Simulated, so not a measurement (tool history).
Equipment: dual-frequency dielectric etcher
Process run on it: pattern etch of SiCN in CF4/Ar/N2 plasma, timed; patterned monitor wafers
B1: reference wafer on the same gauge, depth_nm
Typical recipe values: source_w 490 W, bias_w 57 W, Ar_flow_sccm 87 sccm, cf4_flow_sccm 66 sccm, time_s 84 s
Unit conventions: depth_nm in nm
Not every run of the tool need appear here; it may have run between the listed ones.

run 1 day=0 | source_w=490 bias_w=57 Ar_flow_sccm=87 cf4_flow_sccm=66 time_s=84 | B1=79.3 | depth_nm=71
run 2 day=0.542 | source_w=490 bias_w=57 Ar_flow_sccm=78 cf4_flow_sccm=66 time_s=84 | B1=79.2 | depth_nm=71.8
-- day=1.204 gauge calibrated
run 3 day=1.208 | source_w=490 bias_w=57 Ar_flow_sccm=87 cf4_flow_sccm=66 time_s=84 | B1=79.1 | depth_nm=70.8
run 4 day=1.658 | source_w=490 bias_w=57 Ar_flow_sccm=87 cf4_flow_sccm=66 time_s=84 | B1=79.1 | depth_nm=70.8
run 5 day=2.925 | source_w=490 bias_w=57 Ar_flow_sccm=87 cf4_flow_sccm=66 time_s=84 | B1=79.2 | depth_nm=70.7
run 6 day=3.567 | source_w=490 bias_w=57 Ar_flow_sccm=87 cf4_flow_sccm=66 time_s=84 | B1=79.3 | depth_nm=70.5
run 7 day=3.929 | source_w=490 bias_w=57 Ar_flow_sccm=87 cf4_flow_sccm=66 time_s=84 | B1=79.2 | depth_nm=70.6
-- day=4.454 CF4 flow controller replaced
-- day=4.521 Ar flow controller replaced
run 8 day=4.538 | source_w=490 bias_w=57 Ar_flow_sccm=87 cf4_flow_sccm=66 time_s=84 | B1=79.2 | depth_nm=70.4
-- day=5.2 source power generator calibrated
-- day=5.7 gauge calibrated
-- day=5.95 upper electrode replaced
-- day=6.371 wet clean of the chamber
run 9 day=6.392 | source_w=490 bias_w=57 Ar_flow_sccm=87 cf4_flow_sccm=66 time_s=94 | B1=79.2 | depth_nm=81.2
run 10 day=6.404 | source_w=410 bias_w=43 Ar_flow_sccm=87 cf4_flow_sccm=61 time_s=84 | B1=79.2 | depth_nm=54.4
run 11 day=6.421 | source_w=380 bias_w=57 Ar_flow_sccm=87 cf4_flow_sccm=50 time_s=65 | B1=79.2 | depth_nm=42.8
run 12 day=6.433 | source_w=440 bias_w=57 Ar_flow_sccm=72 cf4_flow_sccm=75 time_s=67 | B1=79.2 | depth_nm=54.4
-- day=6.738 bias power generator calibrated
run 13 day=6.971 | source_w=490 bias_w=57 Ar_flow_sccm=87 cf4_flow_sccm=61 time_s=84 | B1=79.2 | depth_nm=71.5
run 14 day=7.571 | source_w=490 bias_w=57 Ar_flow_sccm=87 cf4_flow_sccm=66 time_s=84 | B1=79.2 | depth_nm=72.5
run 15 day=8.092 | source_w=490 bias_w=57 Ar_flow_sccm=87 cf4_flow_sccm=66 time_s=84 | B1=79.2 | depth_nm=72.1
run 16 day=8.458 | source_w=530 bias_w=57 Ar_flow_sccm=71 cf4_flow_sccm=66 time_s=84 | B1=79.2 | depth_nm=79.1

Below, some changes in depth_nm between adjacent runs. For each, the amount present without the hidden state too (settings, incoming material, random variation) and the amount remaining for the hidden state with gauge scatter not shared by both compared results:
Hidden state at play: etch rate over this chamber's usual, %; source power that arrives over what is set, %; bias power that arrives over what is set, %; Ar flow that arrives over what is set, %; CF4 flow that arrives over what is set, %; gauge reads high (%).
Run 8 -> 9: time_s 84 -> 94, source power generator calibrated, gauge calibrated, upper electrode replaced, wet clean of the chamber. depth_nm +10.8 nm: hidden state +2, all else +8.8.
Run 9 -> 10: source_w 490 -> 410, bias_w 57 -> 43, cf4_flow_sccm 66 -> 61, time_s 94 -> 84. depth_nm -26.8 nm: hidden state +0, all else -26.8.
